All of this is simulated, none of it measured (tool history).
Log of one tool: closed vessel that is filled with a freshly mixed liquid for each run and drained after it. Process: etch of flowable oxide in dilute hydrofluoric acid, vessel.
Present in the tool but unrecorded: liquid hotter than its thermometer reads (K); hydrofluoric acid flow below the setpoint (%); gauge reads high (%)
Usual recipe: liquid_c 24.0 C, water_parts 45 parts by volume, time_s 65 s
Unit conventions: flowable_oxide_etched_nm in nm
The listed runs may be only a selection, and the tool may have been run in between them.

run,hour,liquid_c,water_parts,time_s,wafers since the last listed run,hours since the thermometer was replaced,hours since the hydrofluoric acid flow meter was replaced,hours since the gauge calibration,"read-back film thickness of the flowable oxide reference wafer, read on the same gauge (nm)",flowable_oxide_etched_nm
1,0.0,24.0,45,35,0,2186.5,61.9,667.8,138.46,31.20
2,38.4,24.0,45,35,4872,2224.9,100.3,706.2,138.34,31.44
3,103.9,24.0,45,35,8311,2290.4,165.8,771.7,138.06,31.14
4,150.9,24.0,45,85,5964,2337.4,212.8,818.7,137.89,75.77
5,204.1,24.0,45,85,6750,2390.6,266.0,871.9,137.63,75.07
6,269.5,24.0,45,85,8299,2456.0,331.4,937.3,137.33,74.99
7,317.1,24.0,50,35,6040,2503.6,379.0,984.9,137.06,27.96
8,350.2,25.5,45,90,4200,2536.7,412.1,1018.0,136.89,84.81
9,410.6,25.5,45,90,7664,2597.1,472.5,1078.4,136.53,84.51
# hour 447.4: gauge calibrated
10,457.6,21.0,45,65,5964,2644.1,519.5,10.2,140.53,52.09
11,487.0,24.0,45,65,3730,2673.5,548.9,39.6,140.48,59.23
# hour 525.3: thermometer replaced
12,548.3,24.0,45,65,7651,23.0,610.2,100.9,140.50,58.61
13,577.6,24.0,45,65,3718,52.3,639.5,130.2,140.49,58.98
# hour 624.3: hydrofluoric acid flow meter replaced
14,640.6,24.0,45,65,7867,115.3,16.3,193.2,140.45,59.08
15,693.4,20.0,45,65,6700,168.1,69.1,246.0,140.38,49.78
16,717.5,27.0,45,80,3058,192.2,93.2,270.1,140.32,82.20
17,815.3,24.0,45,65,12410,290.0,191.0,367.9,140.13,58.98
18,857.4,29.0,35,105,5342,332.1,233.1,410.0,140.09,151.69
19,913.5,22.0,45,50,7118,388.2,289.2,466.1,139.96,41.40
20,958.9,26.5,45,65,5761,433.6,334.6,511.5,139.79,64.95
21,991.3,24.0,60,65,4111,466.0,367.0,543.9,139.71,43.21
22,1017.1,24.0,45,65,3273,491.8,392.8,569.7,139.64,58.83
23,1083.8,24.0,45,65,8463,558.5,459.5,636.4,139.43,58.58
24,1146.3,25.5,35,65,7931,621.0,522.0,698.9,139.17,80.81
25,1189.3,21.0,55,40,5456,664.0,565.0,741.9,139.05,25.47
26,1231.6,24.0,45,85,5367,706.3,607.3,784.2,138.84,76.34
27,1257.0,24.0,45,65,3223,731.7,632.7,809.6,138.71,58.49
# hour 1361.8: hydrofluoric acid flow meter replaced
28,1383.0,24.0,45,65,15862,857.7,21.2,935.6,138.15,57.91

3 options for the next run, each taken on its own from the tool as it stands now. Forecast them:
A,1383.7,24.0,45,65,88,858.4,21.9,936.3,?,?
B,1383.7,24.0,55,65,88,858.4,21.9,936.3,?,?
C,1383.7,24.0,35,50,88,858.4,21.9,936.3,?,?

run,"read-back film thickness of the flowable oxide reference wafer, read on the same gauge (nm)",flowable_oxide_etched_nm
A,138.13,58.11
B,138.13,46.92
C,138.13,58.25
What these runs would have given with no unlogged condition in the tool:
run,flowable_oxide_etched_nm
A,58.89
B,47.55
C,59.03
